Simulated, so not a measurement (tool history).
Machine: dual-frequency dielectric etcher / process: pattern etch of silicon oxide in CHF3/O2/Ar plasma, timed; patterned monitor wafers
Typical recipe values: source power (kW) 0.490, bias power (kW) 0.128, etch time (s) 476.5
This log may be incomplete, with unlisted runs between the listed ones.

run,hour,source power (kW),bias power (kW),etch time (s),"read-back reference wafer on the same gauge, depth_nm",mean etch depth across the wafer (angstrom)
1,0.0,0.490,0.128,476.5,645.8,7446
2,41.9,0.490,0.128,476.5,644.6,7484
3,217.2,0.490,0.128,476.5,647.3,7303
4,286.1,0.490,0.128,476.5,645.6,7297
# hour 367.8: wet clean of the chamber
5,389.9,0.490,0.128,476.5,645.2,7523
6,451.2,0.490,0.128,476.5,645.4,7454
7,496.0,0.490,0.128,476.5,647.5,7439
8,676.6,0.490,0.128,542.5,646.8,8335
9,718.8,0.490,0.128,542.5,647.6,8237
# hour 740.6: source power generator calibrated
10,795.2,0.490,0.128,542.5,644.7,8198
# hour 878.9: wet clean of the chamber
11,879.4,0.490,0.128,476.5,644.6,7490
12,978.1,0.490,0.128,381.0,646.8,5941
13,1066.7,0.390,0.108,383.0,646.3,5020
14,1117.8,0.450,0.128,476.5,645.7,7110
# hour 1121.9: gauge calibrated
# hour 1169.6: upper electrode replaced
15,1196.2,0.550,0.128,404.0,645.8,6402
16,1303.9,0.490,0.128,542.5,646.0,8184
# hour 1333.9: wet clean of the chamber
17,1520.8,0.490,0.128,476.5,647.1,7333
18,1609.2,0.570,0.117,568.5,645.7,8937

What does the tool deliver on the next run?
19,1673.3,0.490,0.128,476.5,?,?

Run 19 yielded read-back reference wafer on the same gauge, depth_nm 647.1, mean etch depth across the wafer (angstrom) 7315.
On a tool with no hidden condition, and with the same random variation, this run would have come out at mean etch depth across the wafer (angstrom) 7551.

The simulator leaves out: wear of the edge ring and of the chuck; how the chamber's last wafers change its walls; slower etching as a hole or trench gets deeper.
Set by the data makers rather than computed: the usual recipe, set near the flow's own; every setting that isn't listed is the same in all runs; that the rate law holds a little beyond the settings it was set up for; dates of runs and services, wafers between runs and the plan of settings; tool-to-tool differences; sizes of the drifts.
